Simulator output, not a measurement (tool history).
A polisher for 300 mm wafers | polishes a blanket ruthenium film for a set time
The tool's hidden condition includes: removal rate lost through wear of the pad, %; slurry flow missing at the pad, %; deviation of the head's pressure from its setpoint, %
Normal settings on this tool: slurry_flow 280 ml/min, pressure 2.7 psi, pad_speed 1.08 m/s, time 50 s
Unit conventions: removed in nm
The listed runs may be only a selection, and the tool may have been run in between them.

| run | hour | slurry_flow | pressure | pad_speed | time | wafers since the last listed run | wafers polished on this pad | hours since the slurry nozzle was cleaned | hours since the head pressure was calibrated | incoming thickness of the incoming film, nm | removed |
|---|---|---|---|---|---|---|---|---|---|---|---|
| 1 | 0 | 345 | 2.7 | 1.08 | 57 | 0 | 982 | 270.7 | 509.8 | 388.3 | 90.8 |
|  | 49.4 | worn pad replaced by a new one |
| 2 | 106.9 | 345 | 2.7 | 1.08 | 57 | 1017 | 568 | 377.6 | 616.7 | 398.1 | 95.8 |
| 3 | 143.4 | 280 | 2.7 | 1.2 | 50 | 360 | 929 | 414.1 | 653.2 | 396.3 | 89.6 |
| 4 | 177.6 | 280 | 2.7 | 1.2 | 50 | 338 | 1267 | 448.3 | 687.4 | 387.4 | 88 |
|  | 207.8 | worn pad replaced by a new one |
| 5 | 216.4 | 280 | 2.7 | 1.2 | 50 | 344 | 84 | 487.1 | 726.2 | 388.7 | 90.3 |
| 6 | 247.1 | 355 | 2.7 | 1.08 | 62 | 303 | 388 | 517.8 | 756.9 | 391.5 | 104.9 |
| 7 | 313.1 | 355 | 2.7 | 1.08 | 62 | 652 | 1040 | 583.8 | 822.9 | 388.2 | 106.2 |
|  | 364.4 | worn pad replaced by a new one |
| 8 | 378.6 | 280 | 2.7 | 1.08 | 50 | 608 | 140 | 649.3 | 888.4 | 388.6 | 84.5 |
|  | 407.5 | slurry nozzle cleaned |
| 9 | 426.1 | 280 | 2.7 | 1.44 | 64 | 459 | 600 | 18.6 | 935.9 | 394.9 | 138.4 |
|  | 447.1 | head pressure recalibrated |
| 10 | 455.3 | 350 | 2.7 | 1.08 | 50 | 268 | 868 | 47.8 | 8.2 | 395.6 | 78.6 |
| 11 | 502.5 | 340 | 1.9 | 0.84 | 65 | 466 | 1335 | 95 | 55.4 | 392.2 | 65.9 |
|  | 515.3 | worn pad replaced by a new one |
| 12 | 546.7 | 365 | 2.2 | 1.08 | 50 | 397 | 310 | 139.2 | 99.6 | 391 | 70.4 |
| 13 | 587.5 | 315 | 2.7 | 1.2 | 42 | 403 | 714 | 180 | 140.4 | 394.8 | 73.6 |
| 14 | 619.5 | 280 | 2 | 0.94 | 34 | 316 | 1030 | 212 | 172.4 | 395 | 38.5 |

Expected results for the next run?
|  | 646.8 | worn pad replaced by a new one |
| 15 | 650.5 | 365 | 2.7 | 1.08 | 34 | 266 | 36 | 243 | 203.4 | 386.1 | ? |

Run 15 gave removed 54.5 nm.
Were there no unlogged condition in the tool, this run, its random variation unchanged, would have produced removed 54.6 nm.

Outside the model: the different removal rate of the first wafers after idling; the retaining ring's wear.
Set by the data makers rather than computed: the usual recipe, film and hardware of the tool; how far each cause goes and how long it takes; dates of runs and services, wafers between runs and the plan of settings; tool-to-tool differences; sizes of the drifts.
